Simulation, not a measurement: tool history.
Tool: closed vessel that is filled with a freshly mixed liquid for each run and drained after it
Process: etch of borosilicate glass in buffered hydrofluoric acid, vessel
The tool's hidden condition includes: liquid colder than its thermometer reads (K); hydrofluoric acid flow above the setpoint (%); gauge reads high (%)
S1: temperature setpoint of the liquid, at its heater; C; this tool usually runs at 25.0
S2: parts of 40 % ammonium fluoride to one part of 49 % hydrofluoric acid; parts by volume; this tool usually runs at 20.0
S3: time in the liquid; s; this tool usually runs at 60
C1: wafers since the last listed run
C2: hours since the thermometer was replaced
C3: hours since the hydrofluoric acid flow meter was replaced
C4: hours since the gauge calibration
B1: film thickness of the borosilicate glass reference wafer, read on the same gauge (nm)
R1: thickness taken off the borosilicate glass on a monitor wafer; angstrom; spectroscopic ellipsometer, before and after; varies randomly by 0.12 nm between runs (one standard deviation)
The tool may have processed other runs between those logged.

run	hour	S1	S2	S3	C1	C2	C3	C4	B1	R1
1	0.0	25.0	20.0	60	0	1349.8	2093.8	115.1	149.99	408.9
2	6.5	25.0	20.0	60	735	1356.3	2100.3	121.6	150.03	409.4
3	13.0	25.0	20.0	60	735	1362.8	2106.8	128.1	150.02	409.8
4	27.6	25.0	20.0	60	1651	1377.4	2121.4	142.7	149.98	411.5
5	41.1	25.0	20.0	60	1527	1390.9	2134.9	156.2	149.95	411.7
6	58.7	25.0	20.0	60	1991	1408.5	2152.5	173.8	150.00	412.1
7	72.7	25.0	20.0	60	1584	1422.5	2166.5	187.8	150.01	411.0
8	88.7	25.0	20.0	60	1810	1438.5	2182.5	203.8	149.96	412.5
9	106.2	25.0	20.0	60	1980	1456.0	2200.0	221.3	149.99	413.0
10	123.6	25.0	20.0	60	1968	1473.4	2217.4	238.7	150.01	416.2
11	136.6	25.0	20.0	60	1470	1486.4	2230.4	251.7	149.97	412.7
12	146.7	25.0	20.0	60	1142	1496.5	2240.5	261.8	150.01	415.0
13	152.7	25.0	20.0	60	678	1502.5	2246.5	267.8	150.03	412.9
# hour 160.4: thermometer replaced
14	161.9	25.0	20.0	60	927	1.5	2255.7	277.0	150.00	411.6
15	168.2	25.0	20.0	60	712	7.8	2262.0	283.3	150.00	415.3
16	190.1	27.5	20.0	30	2477	29.7	2283.9	305.2	150.00	235.7
17	200.6	25.0	20.0	60	1188	40.2	2294.4	315.7	150.02	414.3
18	210.1	25.0	16.0	30	1074	49.7	2303.9	325.2	149.95	259.2
19	219.5	25.0	20.0	60	1063	59.1	2313.3	334.6	150.01	414.7
20	231.2	25.0	24.5	70	1323	70.8	2325.0	346.3	149.99	407.0
21	245.1	25.0	15.0	60	1572	84.7	2338.9	360.2	149.98	552.2
22	274.7	25.0	26.5	75	3349	114.3	2368.5	389.8	150.02	415.6
23	290.1	25.0	22.0	70	1742	129.7	2383.9	405.2	149.96	440.0
24	297.0	23.0	23.5	30	780	136.6	2390.8	412.1	149.94	160.9
# hour 301.0: hydrofluoric acid flow meter replaced
# hour 304.8: gauge calibrated
25	312.5	21.0	27.5	95	1640	152.1	11.5	7.7	150.01	389.6
26	320.4	22.0	16.0	60	893	160.0	19.4	15.6	150.05	404.8
27	332.1	25.0	20.0	60	1323	171.7	31.1	27.3	150.01	380.9
28	349.1	25.0	13.5	75	1923	188.7	48.1	44.3	149.95	703.4
29	363.2	22.5	27.0	30	1595	202.8	62.2	58.4	149.98	135.1
30	397.6	27.0	20.0	60	3892	237.2	96.6	92.8	149.99	428.0
31	412.4	25.0	20.0	60	1674	252.0	111.4	107.6	149.98	383.3
32	426.7	25.0	13.0	90	1617	266.3	125.7	121.9	150.02	875.9
33	433.6	25.0	20.0	60	780	273.2	132.6	128.8	150.01	384.4
34	449.0	26.5	15.0	95	1742	288.6	148.0	144.2	150.02	878.8

Hidden state, per run?
liquid colder than its thermometer reads (K): 0 on each run
gauge reads high (%): 0 on each run
H1: hydrofluoric acid flow above the setpoint (%)
run	H1
1	10.5
2	10.5
3	10.5
4	10.6
5	10.7
6	10.8
7	10.8
8	10.9
9	11
10	11.1
11	11.2
12	11.2
13	11.2
14	11.3
15	11.3
16	11.4
17	11.5
18	11.5
19	11.6
20	11.6
21	11.7
22	11.8
23	11.9
24	11.9
25	2.72
26	2.76
27	2.81
28	2.9
29	2.97
30	3.14
31	3.21
32	3.28
33	3.32
34	3.39
